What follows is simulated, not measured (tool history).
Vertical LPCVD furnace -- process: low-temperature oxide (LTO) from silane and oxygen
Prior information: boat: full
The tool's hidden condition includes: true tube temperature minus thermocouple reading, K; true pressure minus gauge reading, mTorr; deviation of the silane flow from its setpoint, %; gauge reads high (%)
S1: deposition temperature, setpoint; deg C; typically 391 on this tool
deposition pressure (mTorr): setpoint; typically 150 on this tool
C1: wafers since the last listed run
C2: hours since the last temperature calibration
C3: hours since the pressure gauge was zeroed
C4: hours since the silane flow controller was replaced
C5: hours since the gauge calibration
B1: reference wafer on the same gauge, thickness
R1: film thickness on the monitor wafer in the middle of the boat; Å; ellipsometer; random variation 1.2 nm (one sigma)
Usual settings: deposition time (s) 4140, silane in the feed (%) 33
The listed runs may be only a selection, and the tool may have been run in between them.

run 1 hour=0.0 | S1=391 deposition_pressure_(mTorr)=150 deposition_time_(s)=4140 silane_in_the_feed_(%)=33 | C1=0 C2=4170.1 C3=2716.9 C4=2365.6 C5=1168.8 | B1=318.20 | R1=2686.4
run 2 hour=21.0 | S1=391 deposition_pressure_(mTorr)=150 deposition_time_(s)=4680 silane_in_the_feed_(%)=33 | C1=219 C2=4191.1 C3=2737.9 C4=2386.6 C5=1189.8 | B1=317.75 | R1=3052.2
run 3 hour=53.6 | S1=391 deposition_pressure_(mTorr)=130 deposition_time_(s)=4140 silane_in_the_feed_(%)=33 | C1=340 C2=4223.7 C3=2770.5 C4=2419.2 C5=1222.4 | B1=317.75 | R1=2329.8
-- hour=95.0 thermocouples replaced and temperature profile calibrated
run 4 hour=95.5 | S1=391 deposition_pressure_(mTorr)=150 deposition_time_(s)=4140 silane_in_the_feed_(%)=33 | C1=186 C2=0.5 C3=2812.4 C4=2461.1 C5=1264.3 | B1=318.44 | R1=2544.1
run 5 hour=99.8 | S1=387 deposition_pressure_(mTorr)=150 deposition_time_(s)=4140 silane_in_the_feed_(%)=30 | C1=44 C2=4.8 C3=2816.7 C4=2465.4 C5=1268.6 | B1=317.85 | R1=2113.5
run 6 hour=113.6 | S1=391 deposition_pressure_(mTorr)=150 deposition_time_(s)=4140 silane_in_the_feed_(%)=33 | C1=144 C2=18.6 C3=2830.5 C4=2479.2 C5=1282.4 | B1=318.17 | R1=2543.4
run 7 hour=135.2 | S1=391 deposition_pressure_(mTorr)=150 deposition_time_(s)=4140 silane_in_the_feed_(%)=33 | C1=225 C2=40.2 C3=2852.1 C4=2500.8 C5=1304.0 | B1=318.36 | R1=2536.8
run 8 hour=153.8 | S1=391 deposition_pressure_(mTorr)=150 deposition_time_(s)=4890 silane_in_the_feed_(%)=33 | C1=194 C2=58.8 C3=2870.7 C4=2519.4 C5=1322.6 | B1=318.25 | R1=3008.1
-- hour=185.4 pressure gauge zeroed
run 9 hour=259.2 | S1=391 deposition_pressure_(mTorr)=170 deposition_time_(s)=4140 silane_in_the_feed_(%)=33 | C1=849 C2=164.2 C3=73.8 C4=2624.8 C5=1428.0 | B1=317.89 | R1=3014.3
run 10 hour=288.0 | S1=400 deposition_pressure_(mTorr)=115 deposition_time_(s)=4140 silane_in_the_feed_(%)=33 | C1=300 C2=193.0 C3=102.6 C4=2653.6 C5=1456.8 | B1=318.04 | R1=2270.7
-- hour=291.9 gauge calibrated
run 11 hour=311.0 | S1=391 deposition_pressure_(mTorr)=150 deposition_time_(s)=4140 silane_in_the_feed_(%)=30 | C1=240 C2=216.0 C3=125.6 C4=2676.6 C5=19.1 | B1=318.15 | R1=2327.4
run 12 hour=324.3 | S1=391 deposition_pressure_(mTorr)=150 deposition_time_(s)=4140 silane_in_the_feed_(%)=33 | C1=138 C2=229.3 C3=138.9 C4=2689.9 C5=32.4 | B1=318.21 | R1=2674.7
run 13 hour=360.2 | S1=399 deposition_pressure_(mTorr)=150 deposition_time_(s)=5490 silane_in_the_feed_(%)=30 | C1=374 C2=265.2 C3=174.8 C4=2725.8 C5=68.3 | B1=317.97 | R1=3386.1
run 14 hour=395.2 | S1=388 deposition_pressure_(mTorr)=165 deposition_time_(s)=4140 silane_in_the_feed_(%)=33 | C1=365 C2=300.2 C3=209.8 C4=2760.8 C5=103.3 | B1=318.40 | R1=2820.6
run 15 hour=409.5 | S1=380 deposition_pressure_(mTorr)=170 deposition_time_(s)=4140 silane_in_the_feed_(%)=27 | C1=149 C2=314.5 C3=224.1 C4=2775.1 C5=117.6 | B1=318.01 | R1=1950.2
run 16 hour=431.6 | S1=391 deposition_pressure_(mTorr)=150 deposition_time_(s)=5760 silane_in_the_feed_(%)=30 | C1=230 C2=336.6 C3=246.2 C4=2797.2 C5=139.7 | B1=317.79 | R1=3214.8
-- hour=462.9 silane flow controller replaced
run 17 hour=463.4 | S1=398 deposition_pressure_(mTorr)=140 deposition_time_(s)=4590 silane_in_the_feed_(%)=37 | C1=81 C2=368.4 C3=278.0 C4=0.5 C5=171.5 | B1=317.86 | R1=3487.5
run 18 hour=494.3 | S1=383 deposition_pressure_(mTorr)=185 deposition_time_(s)=3510 silane_in_the_feed_(%)=39 | C1=322 C2=399.3 C3=308.9 C4=31.4 C5=202.4 | B1=318.18 | R1=3188.2
run 19 hour=519.5 | S1=391 deposition_pressure_(mTorr)=130 deposition_time_(s)=4140 silane_in_the_feed_(%)=28 | C1=263 C2=424.5 C3=334.1 C4=56.6 C5=227.6 | B1=318.28 | R1=1810.2
run 20 hour=532.0 | S1=391 deposition_pressure_(mTorr)=150 deposition_time_(s)=3510 silane_in_the_feed_(%)=33 | C1=130 C2=437.0 C3=346.6 C4=69.1 C5=240.1 | B1=318.26 | R1=2271.4
run 21 hour=554.1 | S1=391 deposition_pressure_(mTorr)=150 deposition_time_(s)=4140 silane_in_the_feed_(%)=33 | C1=230 C2=459.1 C3=368.7 C4=91.2 C5=262.2 | B1=317.66 | R1=2680.1
run 22 hour=626.4 | S1=391 deposition_pressure_(mTorr)=150 deposition_time_(s)=4140 silane_in_the_feed_(%)=33 | C1=754 C2=531.4 C3=441.0 C4=163.5 C5=334.5 | B1=317.68 | R1=2681.3
run 23 hour=655.8 | S1=401 deposition_pressure_(mTorr)=150 deposition_time_(s)=4140 silane_in_the_feed_(%)=35 | C1=306 C2=560.8 C3=470.4 C4=192.9 C5=363.9 | B1=318.20 | R1=3278.2
run 24 hour=682.3 | S1=391 deposition_pressure_(mTorr)=150 deposition_time_(s)=4140 silane_in_the_feed_(%)=31 | C1=276 C2=587.3 C3=496.9 C4=219.4 C5=390.4 | B1=318.07 | R1=2435.3
run 25 hour=705.7 | S1=391 deposition_pressure_(mTorr)=120 deposition_time_(s)=4140 silane_in_the_feed_(%)=33 | C1=244 C2=610.7 C3=520.3 C4=242.8 C5=413.8 | B1=318.31 | R1=2132.8
run 26 hour=740.4 | S1=391 deposition_pressure_(mTorr)=175 deposition_time_(s)=4140 silane_in_the_feed_(%)=33 | C1=362 C2=645.4 C3=555.0 C4=277.5 C5=448.5 | B1=317.93 | R1=3128.0
run 27 hour=816.7 | S1=391 deposition_pressure_(mTorr)=130 deposition_time_(s)=3540 silane_in_the_feed_(%)=33 | C1=796 C2=721.7 C3=631.3 C4=353.8 C5=524.8 | B1=318.12 | R1=1985.7
run 28 hour=838.4 | S1=402 deposition_pressure_(mTorr)=170 deposition_time_(s)=4140 silane_in_the_feed_(%)=26 | C1=226 C2=743.4 C3=653.0 C4=375.5 C5=546.5 | B1=318.00 | R1=2427.4
run 29 hour=854.0 | S1=394 deposition_pressure_(mTorr)=125 deposition_time_(s)=5580 silane_in_the_feed_(%)=33 | C1=162 C2=759.0 C3=668.6 C4=391.1 C5=562.1 | B1=318.47 | R1=3105.2
run 30 hour=885.6 | S1=391 deposition_pressure_(mTorr)=150 deposition_time_(s)=4140 silane_in_the_feed_(%)=33 | C1=329 C2=790.6 C3=700.2 C4=422.7 C5=593.7 | B1=317.60 | R1=2689.9

Each run again, without the hidden state but with its own random variation kept:
run=1 R1=2671.9
run=2 R1=3036.8
run=3 R1=2338.3
run=4 R1=2677.0
run=5 R1=2223.6
run=6 R1=2675.3
run=7 R1=2667.4
run=8 R1=3162.0
run=9 R1=3022.1
run=10 R1=2287.0
run=11 R1=2334.2
run=12 R1=2682.6
run=13 R1=3394.8
run=14 R1=2822.6
run=15 R1=1948.8
run=16 R1=3219.1
run=17 R1=3498.1
run=18 R1=3182.8
run=19 R1=1814.9
run=20 R1=2272.8
run=21 R1=2681.2
run=22 R1=2680.9
run=23 R1=3280.3
run=24 R1=2433.5
run=25 R1=2141.6
run=26 R1=3116.8
run=27 R1=1989.9
run=28 R1=2417.9
run=29 R1=3115.6
run=30 R1=2686.2

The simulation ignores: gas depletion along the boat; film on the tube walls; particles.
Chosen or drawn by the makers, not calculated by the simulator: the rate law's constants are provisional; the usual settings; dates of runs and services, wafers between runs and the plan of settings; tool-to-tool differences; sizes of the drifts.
